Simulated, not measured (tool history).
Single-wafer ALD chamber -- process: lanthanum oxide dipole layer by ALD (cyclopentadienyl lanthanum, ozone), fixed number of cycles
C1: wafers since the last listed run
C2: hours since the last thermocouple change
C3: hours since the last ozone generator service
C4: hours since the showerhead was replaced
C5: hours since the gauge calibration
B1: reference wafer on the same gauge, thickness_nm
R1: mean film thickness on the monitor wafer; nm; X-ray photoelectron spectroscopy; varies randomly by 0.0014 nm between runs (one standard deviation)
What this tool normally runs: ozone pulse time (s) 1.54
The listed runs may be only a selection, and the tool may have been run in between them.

run 1 hour=0 | ozone_pulse_time_(s)=1.08 | C1=0 C2=575.8 C3=1438.6 C4=4299.1 C5=488.7 | B1=0.621 | R1=0.467
run 2 hour=56.9 | ozone_pulse_time_(s)=1.15 | C1=1364 C2=632.7 C3=1495.5 C4=4356 C5=545.6 | B1=0.621 | R1=0.486
run 3 hour=117.8 | ozone_pulse_time_(s)=1.54 | C1=1460 C2=693.6 C3=1556.4 C4=4416.9 C5=606.5 | B1=0.621 | R1=0.542
run 4 hour=154.2 | ozone_pulse_time_(s)=1.54 | C1=872 C2=730 C3=1592.8 C4=4453.3 C5=642.9 | B1=0.621 | R1=0.541
run 5 hour=224.3 | ozone_pulse_time_(s)=1.36 | C1=1680 C2=800.1 C3=1662.9 C4=4523.4 C5=713 | B1=0.621 | R1=0.518
run 6 hour=258.4 | ozone_pulse_time_(s)=1.36 | C1=817 C2=834.2 C3=1697 C4=4557.5 C5=747.1 | B1=0.621 | R1=0.519
-- hour=280.1 gauge calibrated
-- hour=309.2 ozone generator serviced
run 7 hour=309.7 | ozone_pulse_time_(s)=1.54 | C1=1038 C2=885.5 C3=0.5 C4=4608.8 C5=29.6 | B1=0.621 | R1=0.554
-- hour=373.3 showerhead replaced
run 8 hour=373.8 | ozone_pulse_time_(s)=1.73 | C1=1345 C2=949.6 C3=64.6 C4=0.5 C5=93.7 | B1=0.621 | R1=0.567
run 9 hour=414.5 | ozone_pulse_time_(s)=1.54 | C1=975 C2=990.3 C3=105.3 C4=41.2 C5=134.4 | B1=0.621 | R1=0.553
run 10 hour=559.8 | ozone_pulse_time_(s)=2.11 | C1=3483 C2=1135.6 C3=250.6 C4=186.5 C5=279.7 | B1=0.621 | R1=0.577
run 11 hour=618.1 | ozone_pulse_time_(s)=1.1 | C1=1397 C2=1193.9 C3=308.9 C4=244.8 C5=338 | B1=0.621 | R1=0.491
run 12 hour=670.1 | ozone_pulse_time_(s)=1.9 | C1=1246 C2=1245.9 C3=360.9 C4=296.8 C5=390 | B1=0.621 | R1=0.572
-- hour=679.8 thermocouple changed; heater temperature recalibrated
run 13 hour=738.8 | ozone_pulse_time_(s)=1.3 | C1=1455 C2=59 C3=429.6 C4=365.5 C5=458.7 | B1=0.621 | R1=0.53
run 14 hour=796.6 | ozone_pulse_time_(s)=1.83 | C1=1385 C2=116.8 C3=487.4 C4=423.3 C5=516.5 | B1=0.621 | R1=0.568

Run 15 is up next; what results do you expect?
run 15 hour=864.7 | ozone_pulse_time_(s)=1.54 | C1=1632 C2=184.9 C3=555.5 C4=491.4 C5=584.6 | B1=? | R1=?

Run 15 yielded B1 0.621, R1 0.551 nm.
Minus the tool's unlogged condition, the same run would have read R1 0.554 nm.
